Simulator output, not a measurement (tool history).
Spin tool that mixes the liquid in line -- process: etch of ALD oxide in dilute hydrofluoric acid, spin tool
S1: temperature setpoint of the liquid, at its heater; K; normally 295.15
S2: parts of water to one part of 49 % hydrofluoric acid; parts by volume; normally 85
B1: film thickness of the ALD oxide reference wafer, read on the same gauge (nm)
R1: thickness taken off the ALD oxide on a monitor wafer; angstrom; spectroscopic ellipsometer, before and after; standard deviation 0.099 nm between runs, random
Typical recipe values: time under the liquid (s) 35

{"run": 1, "hour": 0.0, "S1": 295.15, "S2": 85, "time under the liquid (s)": 35, "B1": 60.02, "R1": 106.7}
{"run": 2, "hour": 58.2, "S1": 295.15, "S2": 85, "time under the liquid (s)": 35, "B1": 60.01, "R1": 106.2}
{"run": 3, "hour": 101.9, "S1": 295.15, "S2": 110, "time under the liquid (s)": 45, "B1": 60.0, "R1": 102.3}
{"run": 4, "hour": 168.0, "S1": 295.15, "S2": 110, "time under the liquid (s)": 45, "B1": 60.01, "R1": 101.8}
{"run": 5, "hour": 226.1, "S1": 295.15, "S2": 85, "time under the liquid (s)": 35, "B1": 60.0, "R1": 103.3}
{"run": 6, "hour": 282.0, "S1": 295.15, "S2": 85, "time under the liquid (s)": 45, "B1": 60.0, "R1": 136.0}
{"run": 7, "hour": 330.9, "S1": 295.15, "S2": 85, "time under the liquid (s)": 45, "B1": 60.0, "R1": 133.1}
{"run": 8, "hour": 377.1, "S1": 295.15, "S2": 85, "time under the liquid (s)": 45, "B1": 60.02, "R1": 132.2}
{"run": 9, "hour": 447.8, "S1": 295.15, "S2": 85, "time under the liquid (s)": 35, "B1": 60.01, "R1": 105.9}
{"run": 10, "hour": 493.4, "S1": 295.15, "S2": 75, "time under the liquid (s)": 35, "B1": 59.99, "R1": 118.4}
{"run": 11, "hour": 555.0, "S1": 295.15, "S2": 75, "time under the liquid (s)": 35, "B1": 60.01, "R1": 119.5}
{"run": 12, "hour": 602.3, "S1": 295.15, "S2": 75, "time under the liquid (s)": 35, "B1": 60.01, "R1": 118.2}
{"hour": 648.4, "done": "thermometer replaced"}
{"run": 13, "hour": 714.5, "S1": 292.15, "S2": 50, "time under the liquid (s)": 15, "B1": 60.01, "R1": 69.4}
{"run": 14, "hour": 743.0, "S1": 296.65, "S2": 85, "time under the liquid (s)": 35, "B1": 60.0, "R1": 107.6}
{"run": 15, "hour": 807.1, "S1": 295.15, "S2": 85, "time under the liquid (s)": 35, "B1": 60.0, "R1": 102.1}
{"hour": 892.7, "done": "hydrofluoric acid flow meter replaced"}
{"run": 16, "hour": 955.3, "S1": 295.15, "S2": 85, "time under the liquid (s)": 35, "B1": 60.01, "R1": 111.4}
{"run": 17, "hour": 997.0, "S1": 295.15, "S2": 85, "time under the liquid (s)": 35, "B1": 59.99, "R1": 109.3}
{"run": 18, "hour": 1032.9, "S1": 293.65, "S2": 120, "time under the liquid (s)": 45, "B1": 60.0, "R1": 90.4}
{"run": 19, "hour": 1064.8, "S1": 293.15, "S2": 70, "time under the liquid (s)": 35, "B1": 60.0, "R1": 123.7}
{"run": 20, "hour": 1112.7, "S1": 295.15, "S2": 115, "time under the liquid (s)": 40, "B1": 60.01, "R1": 90.2}
{"run": 21, "hour": 1162.7, "S1": 292.65, "S2": 45, "time under the liquid (s)": 30, "B1": 59.99, "R1": 169.3}
{"run": 22, "hour": 1195.7, "S1": 295.15, "S2": 85, "time under the liquid (s)": 50, "B1": 59.98, "R1": 154.3}
{"run": 23, "hour": 1263.5, "S1": 295.15, "S2": 55, "time under the liquid (s)": 35, "B1": 60.0, "R1": 174.5}
{"hour": 1265.7, "done": "gauge calibrated"}
{"run": 24, "hour": 1304.4, "S1": 295.15, "S2": 100, "time under the liquid (s)": 20, "B1": 60.02, "R1": 52.6}
{"run": 25, "hour": 1358.7, "S1": 296.65, "S2": 50, "time under the liquid (s)": 35, "B1": 60.01, "R1": 205.1}
{"run": 26, "hour": 1428.9, "S1": 295.15, "S2": 110, "time under the liquid (s)": 35, "B1": 60.0, "R1": 80.5}
{"run": 27, "hour": 1453.6, "S1": 295.15, "S2": 65, "time under the liquid (s)": 20, "B1": 60.01, "R1": 83.0}
{"run": 28, "hour": 1497.9, "S1": 295.15, "S2": 85, "time under the liquid (s)": 35, "B1": 60.0, "R1": 107.6}
{"run": 29, "hour": 1524.4, "S1": 298.65, "S2": 70, "time under the liquid (s)": 35, "B1": 60.0, "R1": 154.5}
{"run": 30, "hour": 1568.4, "S1": 297.15, "S2": 85, "time under the liquid (s)": 35, "B1": 59.98, "R1": 114.9}
{"run": 31, "hour": 1606.2, "S1": 295.15, "S2": 85, "time under the liquid (s)": 35, "B1": 60.0, "R1": 107.2}
{"run": 32, "hour": 1639.6, "S1": 295.15, "S2": 65, "time under the liquid (s)": 20, "B1": 59.98, "R1": 82.9}
{"run": 33, "hour": 1669.9, "S1": 295.15, "S2": 85, "time under the liquid (s)": 35, "B1": 60.01, "R1": 107.2}
{"run": 34, "hour": 1702.0, "S1": 299.65, "S2": 55, "time under the liquid (s)": 25, "B1": 60.0, "R1": 146.6}
{"run": 35, "hour": 1732.7, "S1": 290.15, "S2": 85, "time under the liquid (s)": 35, "B1": 60.0, "R1": 85.9}

Some steps in R1, run to run, broken into two amounts with sign: the step expected even without the hidden condition (settings, incoming material, random variation), and the rest, left for the hidden condition together with whatever gauge scatter is not in both the measured and the hidden-condition-free result:
The hidden state here: liquid hotter than its thermometer reads (K); hydrofluoric acid flow below the setpoint (%); gauge reads high (%).
Run 12 -> 13: S1 295.15 -> 292.15, S2 75 -> 50, time under the liquid (s) 35 -> 15, thermometer replaced. R1 -48.8 angstrom: hidden state +3.4, all else -52.2.
Run 13 -> 14: S1 292.15 -> 296.65, S2 50 -> 85, time under the liquid (s) 15 -> 35. R1 +38.2 angstrom: hidden state -3.4, all else +41.6.
Run 15 -> 16: hydrofluoric acid flow meter replaced. R1 +9.3 angstrom: hidden state +8.0, all else +1.3.
Run 23 -> 24: S2 55 -> 100, time under the liquid (s) 35 -> 20, gauge calibrated. R1 -121.9 angstrom: hidden state +1.9, all else -123.8.
Run 24 -> 25: S1 295.15 -> 296.65, S2 100 -> 50, time under the liquid (s) 20 -> 35. R1 +152.5 angstrom: hidden state -3.1, all else +155.6.
Run 25 -> 26: S1 296.65 -> 295.15, S2 50 -> 110. R1 -124.6 angstrom: hidden state +2.2, all else -126.8.

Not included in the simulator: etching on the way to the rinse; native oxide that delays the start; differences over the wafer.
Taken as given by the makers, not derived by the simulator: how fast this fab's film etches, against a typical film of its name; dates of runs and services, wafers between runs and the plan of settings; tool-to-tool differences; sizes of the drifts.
